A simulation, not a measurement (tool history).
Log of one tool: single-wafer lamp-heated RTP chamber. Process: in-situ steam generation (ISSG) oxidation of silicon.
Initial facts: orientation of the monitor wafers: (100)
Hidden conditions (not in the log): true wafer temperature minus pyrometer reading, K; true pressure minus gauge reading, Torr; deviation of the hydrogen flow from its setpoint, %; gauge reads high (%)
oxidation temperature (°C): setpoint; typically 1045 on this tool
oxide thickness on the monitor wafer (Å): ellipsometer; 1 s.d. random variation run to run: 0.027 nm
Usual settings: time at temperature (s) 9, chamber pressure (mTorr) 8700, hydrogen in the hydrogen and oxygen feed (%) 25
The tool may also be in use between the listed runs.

run    hour  oxidation temperature (°C)  time at temperature (s)  chamber pressure (mTorr)  hydrogen in the hydrogen and oxygen feed (%)  wafers since the last listed run  wafers since the last pyrometer calibration  hours since the pressure gauge was zeroed  hours since the hydrogen flow controller was replaced  hours since the gauge calibration  read-back reference wafer on the same gauge, thickness  oxide thickness on the monitor wafer (Å)
  1       0                        1045                        9                      8700                                            25                                 0                                         1666                                     1156.2                                                 5160.4                              558.3                                                   4.538                                     50.68
  2    32.6                        1045                        9                      8700                                            25                               344                                         2010                                     1188.8                                                   5193                              590.9                                                   4.544                                     51.15
  3      65                        1055                        9                      8700                                            25                               342                                         2352                                     1221.2                                                 5225.4                              623.3                                                   4.537                                     53.01
  4    89.7                        1055                        9                      8700                                            25                               260                                         2613                                     1245.9                                                 5250.1                                648                                                   4.535                                     52.96
        118  -- pyrometer window cleaned and pyrometer calibrated
  5   196.7                        1055                        9                      8700                                            25                              1045                                          830                                     1352.9                                                 5357.1                                755                                                   4.555                                     53.16
        215  -- gauge calibrated
  6   265.5                        1045                        7                      8700                                            25                               726                                         1557                                     1421.7                                                 5425.9                               50.5                                                   4.546                                     45.07
  7   327.9                        1045                        7                      8700                                            25                               658                                         2216                                     1484.1                                                 5488.3                              112.9                                                   4.535                                     45.26
  8   368.1                        1052                        9                      8700                                            25                               424                                         2640                                     1524.3                                                 5528.5                              153.1                                                   4.543                                     52.71
      412.4  -- pyrometer window cleaned and pyrometer calibrated
      415.5  -- pressure gauge zeroed
  9   416.5                        1052                        9                      8700                                            25                               394                                           10                                          1                                                 5576.9                              201.5                                                   4.532                                     50.51
 10   460.9                        1045                        9                      8700                                            25                               468                                          479                                       45.4                                                 5621.3                              245.9                                                   4.528                                     49.36
 11   510.4                        1045                        9                      8700                                            25                               522                                         1002                                       94.9                                                 5670.8                              295.4                                                   4.545                                     50.62
 12   582.2                        1045                        9                      8700                                            25                               758                                         1760                                      166.7                                                 5742.6                              367.2                                                   4.535                                     51.25
 13   613.7                        1045                       12                      8700                                            25                               332                                         2093                                      198.2                                                 5774.1                              398.7                                                   4.546                                     58.58
 14     670                        1057                        6                      7900                                            32                               594                                         2687                                      254.5                                                 5830.4                                455                                                   4.538                                     47.95
        682  -- pyrometer window cleaned and pyrometer calibrated
 15   724.6                        1027                       11                      8700                                            25                               492                                          450                                      309.1                                                   5885                              509.6                                                   4.535                                      50.8
      762.8  -- hydrogen flow controller replaced
 16   791.3                        1045                       11                      9200                                            25                               619                                         1069                                      375.8                                                   28.5                              576.3                                                   4.539                                     55.12
 17   858.5                        1045                        9                      8700                                            25                               709                                         1779                                        443                                                   95.7                              643.5                                                   4.539                                     50.98
      894.5  -- gauge calibrated
      918.8  -- pyrometer window cleaned and pyrometer calibrated
 18   919.3                        1045                        9                      8700                                            25                               557                                            5                                      503.8                                                  156.5                               24.8                                                   4.539                                     48.97
 19   971.7                        1050                        7                      8700                                            32                               553                                          558                                      556.2                                                  208.9                               77.2                                                    4.55                                     48.15
 20  1018.1                        1045                        7                      8700                                            28                               489                                         1048                                      602.6                                                  255.3                              123.6                                                   4.542                                     46.16
 21  1082.6                        1045                        9                      8700                                            25                               681                                         1729                                      667.1                                                  319.8                              188.1                                                   4.539                                     50.29
 22  1119.2                        1045                        9                      8700                                            25                               386                                         2116                                      703.7                                                  356.4                              224.7                                                   4.542                                     50.97
 23  1173.3                        1045                       10                      8700                                            25                               571                                         2687                                      757.8                                                  410.5                              278.8                                                   4.539                                     53.72
     1186.3  -- pyrometer window cleaned and pyrometer calibrated
 24  1229.2                        1050                        9                      9900                                            29                               505                                          452                                      813.7                                                  466.4                              334.7                                                   4.543                                     51.52
 25    1272                        1045                        9                      7500                                            16                               451                                          904                                      856.5                                                  509.2                              377.5                                                   4.549                                     44.71
 26  1331.5                        1045                        9                      8700                                            25                               628                                         1532                                        916                                                  568.7                                437                                                   4.543                                     50.72

How would selected steps in oxide thickness on the monitor wafer (Å) from run to run divide? Give the signed amount a tool lacking its hidden state would still show from settings, what came in and random variation, and the signed amount left for the hidden state, including any gauge scatter that is not in both of the compared results.
Run 5 -> 6: oxidation temperature (°C) 1055 -> 1045, time at temperature (s) 9 -> 7, gauge calibrated. oxide thickness on the monitor wafer (Å) -8.09: hidden state -0.07, all else -8.02.
Run 8 -> 9: pyrometer window cleaned and pyrometer calibrated, pressure gauge zeroed. oxide thickness on the monitor wafer (Å) -2.2: hidden state -2.43, all else +0.23.
Run 13 -> 14: oxidation temperature (°C) 1045 -> 1057, time at temperature (s) 12 -> 6, chamber pressure (mTorr) 8700 -> 7900, hydrogen in the hydrogen and oxygen feed (%) 25 -> 32. oxide thickness on the monitor wafer (Å) -10.63: hidden state -0.7, all else -9.93.
Run 17 -> 18: gauge calibrated, pyrometer window cleaned and pyrometer calibrated. oxide thickness on the monitor wafer (Å) -2.01: hidden state -2.21, all else +0.2.
